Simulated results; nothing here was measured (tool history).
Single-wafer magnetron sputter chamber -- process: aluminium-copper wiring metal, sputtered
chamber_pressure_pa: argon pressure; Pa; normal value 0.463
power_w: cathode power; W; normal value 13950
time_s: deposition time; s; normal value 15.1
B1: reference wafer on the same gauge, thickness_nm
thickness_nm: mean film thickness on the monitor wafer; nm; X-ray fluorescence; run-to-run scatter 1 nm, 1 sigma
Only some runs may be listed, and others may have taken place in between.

run 1 hour=0.0 | chamber_pressure_pa=0.463 power_w=13950 time_s=15.1 | B1=319.136 | thickness_nm=337.545
run 2 hour=23.5 | chamber_pressure_pa=0.463 power_w=15800 time_s=15.1 | B1=319.511 | thickness_nm=376.766
run 3 hour=51.7 | chamber_pressure_pa=0.463 power_w=13950 time_s=15.1 | B1=318.579 | thickness_nm=334.976
run 4 hour=81.0 | chamber_pressure_pa=0.463 power_w=13950 time_s=15.1 | B1=319.167 | thickness_nm=334.718
run 5 hour=117.0 | chamber_pressure_pa=0.463 power_w=13950 time_s=15.1 | B1=319.268 | thickness_nm=334.511
run 6 hour=151.4 | chamber_pressure_pa=0.463 power_w=13950 time_s=15.1 | B1=318.954 | thickness_nm=332.091
run 7 hour=180.6 | chamber_pressure_pa=0.463 power_w=13950 time_s=15.1 | B1=318.729 | thickness_nm=331.381
run 8 hour=202.7 | chamber_pressure_pa=0.463 power_w=13950 time_s=15.1 | B1=318.758 | thickness_nm=329.705
-- hour=229.8 sputter target and shields replaced
run 9 hour=230.3 | chamber_pressure_pa=0.463 power_w=13950 time_s=15.1 | B1=319.002 | thickness_nm=342.332
run 10 hour=250.4 | chamber_pressure_pa=0.463 power_w=13950 time_s=15.1 | B1=318.933 | thickness_nm=342.286
run 11 hour=264.1 | chamber_pressure_pa=0.463 power_w=13950 time_s=15.1 | B1=318.902 | thickness_nm=341.809
-- hour=282.3 capacitance manometer re-zeroed and calibrated
run 12 hour=293.1 | chamber_pressure_pa=0.463 power_w=11100 time_s=15.1 | B1=318.584 | thickness_nm=279.401
-- hour=305.2 gauge calibrated
run 13 hour=306.0 | chamber_pressure_pa=0.463 power_w=13950 time_s=15.1 | B1=319.198 | thickness_nm=338.553
run 14 hour=331.3 | chamber_pressure_pa=0.596 power_w=13950 time_s=13.8 | B1=318.479 | thickness_nm=292.697
-- hour=361.5 magnet pack replaced
run 15 hour=366.3 | chamber_pressure_pa=0.463 power_w=13950 time_s=15.1 | B1=318.289 | thickness_nm=335.887
run 16 hour=386.1 | chamber_pressure_pa=0.463 power_w=10600 time_s=14.1 | B1=319.083 | thickness_nm=248.298
run 17 hour=403.5 | chamber_pressure_pa=0.551 power_w=17300 time_s=17.8 | B1=318.844 | thickness_nm=460.394
run 18 hour=437.7 | chamber_pressure_pa=0.463 power_w=15200 time_s=15.1 | B1=319.084 | thickness_nm=361.249
run 19 hour=455.6 | chamber_pressure_pa=0.535 power_w=15350 time_s=13.1 | B1=319.253 | thickness_nm=303.680
run 20 hour=472.3 | chamber_pressure_pa=0.463 power_w=13000 time_s=12.3 | B1=318.719 | thickness_nm=254.428
run 21 hour=497.1 | chamber_pressure_pa=0.561 power_w=16100 time_s=13.5 | B1=319.056 | thickness_nm=324.071
run 22 hour=523.8 | chamber_pressure_pa=0.580 power_w=13950 time_s=15.1 | B1=318.853 | thickness_nm=315.939

Selected run-to-run steps in thickness_nm, each split into two signed amounts: the part the tool would show with no hidden state at all (from settings, incoming material and random variation), and the remainder, which goes to the hidden state together with any gauge scatter not common to the measured and the hidden-state-free results:
The tool's hidden condition here consists of: deposition rate above that of a new target (%); true argon pressure above the setpoint (%); gauge reads high (%).
Run 8 -> 9: sputter target and shields replaced. thickness_nm +12.627 nm: hidden state +11.360, all else +1.267.
Run 16 -> 17: chamber_pressure_pa 0.463 -> 0.551, power_w 10600 -> 17300, time_s 14.1 -> 17.8. thickness_nm +212.096 nm: hidden state -4.658, all else +216.754.
Run 17 -> 18: chamber_pressure_pa 0.551 -> 0.463, power_w 17300 -> 15200, time_s 17.8 -> 15.1. thickness_nm -99.145 nm: hidden state +0.602, all else -99.747.
